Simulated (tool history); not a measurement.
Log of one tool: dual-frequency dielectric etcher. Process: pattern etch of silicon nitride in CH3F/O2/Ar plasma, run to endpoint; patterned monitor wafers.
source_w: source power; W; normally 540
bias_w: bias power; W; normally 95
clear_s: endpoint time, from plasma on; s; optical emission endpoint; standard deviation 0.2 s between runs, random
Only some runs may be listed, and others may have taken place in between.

run	hour	source_w	bias_w	incoming incoming film thickness, nm	clear_s
1	0	540	95	52.1	64.7
2	71	540	95	51.6	64.1
3	145.6	540	95	52.3	64.5
4	217.1	540	105	51.9	61.9
5	289	540	102	52.2	62.2
6	368.3	540	102	52.2	62.3
# hour 426.6: wet clean of the chamber
7	466.3	540	102	52.2	63.1
8	568.6	630	95	52.1	60.7
9	628.4	630	95	52	60.5
# hour 657.1: upper electrode replaced
10	721.6	630	95	51.5	59.3
11	763.5	540	77	51.8	67.7
# hour 809: bias power generator calibrated
# hour 810.4: wet clean of the chamber
12	810.9	440	74	52.1	77
# hour 894.8: source power generator calibrated
13	899.2	540	95	51.8	65
14	993.7	540	95	51.8	65.1
15	1071.4	480	75	52.3	73.3
16	1164.7	410	95	51.7	71
# hour 1227.8: wet clean of the chamber
17	1262.9	680	73	52.3	65.2
18	1361.1	470	95	52.1	68.4
19	1431.8	540	108	52	61.8
20	1476.2	490	81	51.9	69.9
21	1559.1	540	95	52	64.2
22	1613.6	430	119	52.1	64.5

Run-by-run hidden state of the tool:
source power that arrives over what is set, %: 0 across all the runs
H1: etch rate over this chamber's usual, %
H2: bias power that arrives over what is set, %
run	H1	H2
1	0.131	5.24
2	0.473	5.28
3	0.831	5.32
4	1.18	5.35
5	1.52	5.38
6	1.9	5.41
7	0.386	5.45
8	0.878	5.48
9	1.17	5.5
10	1.61	5.52
11	1.82	5.53
12	-0.0511	0.459
13	0.373	1.02
14	0.828	1.55
15	1.2	1.94
16	1.65	2.36
17	0.249	2.75
18	0.721	3.1
19	1.06	3.33
20	1.27	3.46
21	1.67	3.68
22	1.94	3.82

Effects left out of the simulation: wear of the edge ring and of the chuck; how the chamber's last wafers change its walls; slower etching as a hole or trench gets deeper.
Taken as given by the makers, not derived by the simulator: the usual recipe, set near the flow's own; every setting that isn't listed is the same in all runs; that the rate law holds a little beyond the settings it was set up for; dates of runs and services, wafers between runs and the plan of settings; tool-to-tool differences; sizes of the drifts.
